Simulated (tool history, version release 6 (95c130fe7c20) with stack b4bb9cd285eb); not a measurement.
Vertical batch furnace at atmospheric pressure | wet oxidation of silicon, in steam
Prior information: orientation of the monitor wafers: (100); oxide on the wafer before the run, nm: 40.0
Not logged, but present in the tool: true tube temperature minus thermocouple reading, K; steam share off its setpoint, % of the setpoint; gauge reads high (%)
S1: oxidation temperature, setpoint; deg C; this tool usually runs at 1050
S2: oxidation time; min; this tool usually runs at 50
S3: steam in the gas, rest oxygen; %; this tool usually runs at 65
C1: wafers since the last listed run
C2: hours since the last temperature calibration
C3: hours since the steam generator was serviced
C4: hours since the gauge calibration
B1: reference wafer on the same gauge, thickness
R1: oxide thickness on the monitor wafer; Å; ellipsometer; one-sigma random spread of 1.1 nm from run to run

run,hour,S1,S2,S3,C1,C2,C3,C4,B1,R1
1,0,1059,50,65,0,963.6,1969.9,136.1,350.7,3881.9
2,55.3,1050,50,65,1181,1018.9,2025.2,191.4,350.88,3681.9
3,89.7,1050,50,65,734,1053.3,2059.6,225.8,350.88,3680.2
4,152.9,1050,50,65,1350,1116.5,2122.8,289,351.28,3692.1
5,189.1,1050,50,65,773,1152.7,2159,325.2,351,3675.1
6,259.3,1044,50,65,1499,1222.9,2229.2,395.4,351.35,3548.1
7,322.5,1044,50,65,1350,1286.1,2292.4,458.6,351.03,3558.2
8,383.5,1044,50,65,1303,1347.1,2353.4,519.6,351.59,3559.6
# hour 452.2: thermocouples replaced and temperature profile calibrated
9,452.7,1050,42.5,65,965,0.5,2422.6,588.8,351.07,3309.4
# hour 503.5: steam generator serviced
10,504,1050,68,65,583,51.8,0.5,640.1,350.84,4272.4
11,542.9,1050,50,57,831,90.7,39.4,679,350.88,3258.9
12,601.3,1031,50,54,1247,149.1,97.8,737.4,351.25,2820.1
13,628.1,1044,50,65,572,175.9,124.6,764.2,350.5,3424.6
# hour 629.5: gauge calibrated
# hour 665.4: steam generator serviced, repeated, since the last time left the tool worse
14,680.2,1062,61,68,600,228,14.8,50.7,351.02,4641.1
15,713.1,1050,50,65,702,260.9,47.7,83.6,351.05,3740.1
16,774,1025,50,65,1301,321.8,108.6,144.5,351.36,3243.3
17,809.2,1050,73.5,65,752,357,143.8,179.7,351.03,4741.1
18,843.7,1050,64,74,737,391.5,178.3,214.2,350.86,4721.3

Here are 3 independent what-if runs from the current tool condition. What would each one return?
A,847.4,1050,50,65,79,395.2,182,217.9,?,?
B,847.4,1050,37.5,65,79,395.2,182,217.9,?,?
C,847.4,1063,50,65,79,395.2,182,217.9,?,?

run,B1,R1
A,351.12,3766.3
B,351.12,3161.6
C,351.12,4036.7
Take away the tool's hidden state, keep each run's random variation, and the runs would have read:
run,R1
A,3795
B,3186
C,4066.9
